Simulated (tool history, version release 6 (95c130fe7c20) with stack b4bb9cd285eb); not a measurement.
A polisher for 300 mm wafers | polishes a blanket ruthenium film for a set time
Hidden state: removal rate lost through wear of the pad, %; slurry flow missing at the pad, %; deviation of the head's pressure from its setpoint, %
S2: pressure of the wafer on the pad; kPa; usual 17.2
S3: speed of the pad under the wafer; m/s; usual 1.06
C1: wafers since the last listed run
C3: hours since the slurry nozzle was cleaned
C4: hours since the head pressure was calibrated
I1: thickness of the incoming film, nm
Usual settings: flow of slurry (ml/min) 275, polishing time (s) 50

run 1 hour=0.0 | flow_of_slurry_(ml/min)=275 S2=17.2 S3=0.76 polishing_time_(s)=50 | C1=0 wafers_polished_on_this_pad=1113 C3=58.5 C4=38.1 | I1=395.1 | film_removed_(angstrom)=644
run 2 hour=88.1 | flow_of_slurry_(ml/min)=275 S2=17.2 S3=0.76 polishing_time_(s)=50 | C1=1143 wafers_polished_on_this_pad=2256 C3=146.6 C4=126.2 | I1=389.0 | film_removed_(angstrom)=625
run 3 hour=191.4 | flow_of_slurry_(ml/min)=275 S2=17.2 S3=1.06 polishing_time_(s)=50 | C1=1341 wafers_polished_on_this_pad=3597 C3=249.9 C4=229.5 | I1=386.6 | film_removed_(angstrom)=887
run 4 hour=284.4 | flow_of_slurry_(ml/min)=275 S2=17.2 S3=1.06 polishing_time_(s)=50 | C1=1207 wafers_polished_on_this_pad=4805 C3=342.9 C4=322.5 | I1=387.4 | film_removed_(angstrom)=884
run 5 hour=372.5 | flow_of_slurry_(ml/min)=275 S2=17.2 S3=1.06 polishing_time_(s)=50 | C1=1143 wafers_polished_on_this_pad=5948 C3=431.0 C4=410.6 | I1=391.5 | film_removed_(angstrom)=871
-- hour=419.3 worn pad replaced by a new one
run 6 hour=467.1 | flow_of_slurry_(ml/min)=275 S2=17.2 S3=1.06 polishing_time_(s)=46 | C1=1176 wafers_polished_on_this_pad=620 C3=525.6 C4=505.2 | I1=387.5 | film_removed_(angstrom)=812
-- hour=509.6 head pressure recalibrated
run 7 hour=540.6 | flow_of_slurry_(ml/min)=275 S2=17.2 S3=1.06 polishing_time_(s)=46 | C1=928 wafers_polished_on_this_pad=1548 C3=599.1 C4=31.0 | I1=391.5 | film_removed_(angstrom)=819
run 8 hour=586.3 | flow_of_slurry_(ml/min)=275 S2=17.2 S3=1.06 polishing_time_(s)=46 | C1=593 wafers_polished_on_this_pad=2141 C3=644.8 C4=76.7 | I1=389.4 | film_removed_(angstrom)=808
run 9 hour=627.0 | flow_of_slurry_(ml/min)=275 S2=17.2 S3=1.06 polishing_time_(s)=50 | C1=528 wafers_polished_on_this_pad=2670 C3=685.5 C4=117.4 | I1=393.1 | film_removed_(angstrom)=870
run 10 hour=730.2 | flow_of_slurry_(ml/min)=275 S2=17.2 S3=1.06 polishing_time_(s)=50 | C1=1339 wafers_polished_on_this_pad=4009 C3=788.7 C4=220.6 | I1=390.6 | film_removed_(angstrom)=865
-- hour=755.1 slurry nozzle cleaned
run 11 hour=777.9 | flow_of_slurry_(ml/min)=275 S2=17.2 S3=1.06 polishing_time_(s)=50 | C1=606 wafers_polished_on_this_pad=4616 C3=22.8 C4=268.3 | I1=384.3 | film_removed_(angstrom)=820
run 12 hour=830.4 | flow_of_slurry_(ml/min)=275 S2=19.3 S3=1.06 polishing_time_(s)=50 | C1=681 wafers_polished_on_this_pad=5297 C3=75.3 C4=320.8 | I1=394.6 | film_removed_(angstrom)=939
run 13 hour=924.3 | flow_of_slurry_(ml/min)=275 S2=17.2 S3=1.28 polishing_time_(s)=50 | C1=1219 wafers_polished_on_this_pad=6516 C3=169.2 C4=414.7 | I1=392.7 | film_removed_(angstrom)=1006
-- hour=948.5 worn pad replaced by a new one
run 14 hour=981.4 | flow_of_slurry_(ml/min)=275 S2=17.2 S3=1.28 polishing_time_(s)=50 | C1=689 wafers_polished_on_this_pad=427 C3=226.3 C4=471.8 | I1=388.3 | film_removed_(angstrom)=1007
-- hour=1025.4 head pressure recalibrated
run 15 hour=1086.2 | flow_of_slurry_(ml/min)=335 S2=17.2 S3=1.06 polishing_time_(s)=50 | C1=1334 wafers_polished_on_this_pad=1762 C3=331.1 C4=60.8 | I1=391.1 | film_removed_(angstrom)=862
run 16 hour=1152.4 | flow_of_slurry_(ml/min)=335 S2=17.2 S3=1.06 polishing_time_(s)=50 | C1=859 wafers_polished_on_this_pad=2621 C3=397.3 C4=127.0 | I1=391.7 | film_removed_(angstrom)=851
run 17 hour=1255.3 | flow_of_slurry_(ml/min)=275 S2=17.2 S3=1.06 polishing_time_(s)=50 | C1=1335 wafers_polished_on_this_pad=3957 C3=500.2 C4=229.9 | I1=389.0 | film_removed_(angstrom)=828
-- hour=1291.1 slurry nozzle cleaned, repeated, since the last time left the tool worse
run 18 hour=1332.0 | flow_of_slurry_(ml/min)=225 S2=11.0 S3=1.36 polishing_time_(s)=50 | C1=982 wafers_polished_on_this_pad=4940 C3=40.9 C4=306.6 | I1=390.2 | film_removed_(angstrom)=770
-- hour=1374.2 worn pad replaced by a new one
run 19 hour=1403.2 | flow_of_slurry_(ml/min)=275 S2=17.2 S3=0.82 polishing_time_(s)=59 | C1=872 wafers_polished_on_this_pad=376 C3=112.1 C4=377.8 | I1=396.4 | film_removed_(angstrom)=817
run 20 hour=1466.5 | flow_of_slurry_(ml/min)=350 S2=11.0 S3=1.42 polishing_time_(s)=41 | C1=821 wafers_polished_on_this_pad=1198 C3=175.4 C4=441.1 | I1=384.5 | film_removed_(angstrom)=689
run 21 hour=1557.9 | flow_of_slurry_(ml/min)=300 S2=17.2 S3=0.78 polishing_time_(s)=50 | C1=1186 wafers_polished_on_this_pad=2385 C3=266.8 C4=532.5 | I1=388.2 | film_removed_(angstrom)=636
-- hour=1580.9 head pressure recalibrated
run 22 hour=1632.3 | flow_of_slurry_(ml/min)=275 S2=17.2 S3=1.32 polishing_time_(s)=50 | C1=939 wafers_polished_on_this_pad=3325 C3=341.2 C4=51.4 | I1=392.9 | film_removed_(angstrom)=1097
run 23 hour=1711.0 | flow_of_slurry_(ml/min)=360 S2=17.2 S3=1.06 polishing_time_(s)=50 | C1=1021 wafers_polished_on_this_pad=4346 C3=419.9 C4=130.1 | I1=395.7 | film_removed_(angstrom)=933
run 24 hour=1802.0 | flow_of_slurry_(ml/min)=185 S2=20.7 S3=1.06 polishing_time_(s)=63 | C1=1181 wafers_polished_on_this_pad=5528 C3=510.9 C4=221.1 | I1=393.0 | film_removed_(angstrom)=1244
run 25 hour=1853.4 | flow_of_slurry_(ml/min)=275 S2=17.2 S3=1.34 polishing_time_(s)=50 | C1=667 wafers_polished_on_this_pad=6195 C3=562.3 C4=272.5 | I1=391.4 | film_removed_(angstrom)=1131
-- hour=1915.9 worn pad replaced by a new one
run 26 hour=1920.0 | flow_of_slurry_(ml/min)=275 S2=17.2 S3=1.06 polishing_time_(s)=50 | C1=812 wafers_polished_on_this_pad=53 C3=628.9 C4=339.1 | I1=396.6 | film_removed_(angstrom)=885
run 27 hour=2015.8 | flow_of_slurry_(ml/min)=275 S2=17.2 S3=1.06 polishing_time_(s)=50 | C1=1243 wafers_polished_on_this_pad=1297 C3=724.7 C4=434.9 | I1=383.4 | film_removed_(angstrom)=851

Forecast run 28:
-- hour=2038.4 head pressure recalibrated
-- hour=2063.4 slurry nozzle cleaned
run 28 hour=2083.3 | flow_of_slurry_(ml/min)=345 S2=17.2 S3=1.16 polishing_time_(s)=37 | C1=837 wafers_polished_on_this_pad=2134 C3=19.9 C4=44.9 | I1=392.9 | film_removed_(angstrom)=?

Run 28 gave film removed (angstrom) 723.
Without the tool's hidden state the same run would have given film removed (angstrom) 723.
